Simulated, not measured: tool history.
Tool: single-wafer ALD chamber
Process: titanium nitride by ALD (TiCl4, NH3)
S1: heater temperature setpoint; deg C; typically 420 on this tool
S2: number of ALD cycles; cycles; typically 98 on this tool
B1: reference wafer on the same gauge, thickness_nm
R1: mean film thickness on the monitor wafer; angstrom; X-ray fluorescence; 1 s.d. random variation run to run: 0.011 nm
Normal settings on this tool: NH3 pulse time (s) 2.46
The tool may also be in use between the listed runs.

run 1 hour=0 | S1=420 S2=98 NH3_pulse_time_(s)=2.7 | B1=1.92 | R1=22.97
run 2 hour=6.3 | S1=420 S2=98 NH3_pulse_time_(s)=2.7 | B1=1.92 | R1=22.82
run 3 hour=16.2 | S1=420 S2=98 NH3_pulse_time_(s)=2.7 | B1=1.914 | R1=23.04
run 4 hour=33.3 | S1=420 S2=92 NH3_pulse_time_(s)=2.46 | B1=1.922 | R1=21.46
run 5 hour=43.4 | S1=428 S2=98 NH3_pulse_time_(s)=2.46 | B1=1.918 | R1=22.8
run 6 hour=56.8 | S1=428 S2=98 NH3_pulse_time_(s)=2.46 | B1=1.923 | R1=22.9
run 7 hour=68.5 | S1=428 S2=98 NH3_pulse_time_(s)=2.46 | B1=1.917 | R1=23.04
run 8 hour=84.9 | S1=420 S2=98 NH3_pulse_time_(s)=2.46 | B1=1.925 | R1=22.91
run 9 hour=100.8 | S1=420 S2=98 NH3_pulse_time_(s)=2.46 | B1=1.919 | R1=22.77
run 10 hour=111 | S1=420 S2=98 NH3_pulse_time_(s)=2.46 | B1=1.918 | R1=22.84
run 11 hour=123.5 | S1=420 S2=98 NH3_pulse_time_(s)=2.46 | B1=1.92 | R1=22.95
run 12 hour=130.9 | S1=411 S2=98 NH3_pulse_time_(s)=2.46 | B1=1.914 | R1=22.78
run 13 hour=140.8 | S1=411 S2=98 NH3_pulse_time_(s)=2.46 | B1=1.917 | R1=22.8
run 14 hour=158.3 | S1=411 S2=98 NH3_pulse_time_(s)=2.46 | B1=1.921 | R1=22.76
-- hour=176.6 thermocouple changed; heater temperature recalibrated
run 15 hour=177.1 | S1=420 S2=98 NH3_pulse_time_(s)=2.46 | B1=1.919 | R1=22.79
run 16 hour=204.4 | S1=420 S2=98 NH3_pulse_time_(s)=2.46 | B1=1.915 | R1=22.65
run 17 hour=217.3 | S1=420 S2=98 NH3_pulse_time_(s)=2.46 | B1=1.919 | R1=22.89
-- hour=220 gauge calibrated
run 18 hour=231.4 | S1=420 S2=98 NH3_pulse_time_(s)=2.46 | B1=1.919 | R1=22.91
run 19 hour=242.1 | S1=420 S2=115 NH3_pulse_time_(s)=1.49 | B1=1.924 | R1=26.2
run 20 hour=279.8 | S1=429 S2=98 NH3_pulse_time_(s)=2.46 | B1=1.92 | R1=23.01
run 21 hour=296.9 | S1=406 S2=103 NH3_pulse_time_(s)=2.46 | B1=1.915 | R1=23.92

Forecast run 22:
run 22 hour=304.9 | S1=420 S2=117 NH3_pulse_time_(s)=2.46 | B1=? | R1=?

B1: 1.921
R1: 27.26 angstrom
Had the tool carried no hidden state, the very same run would have given R1 27.26 angstrom.
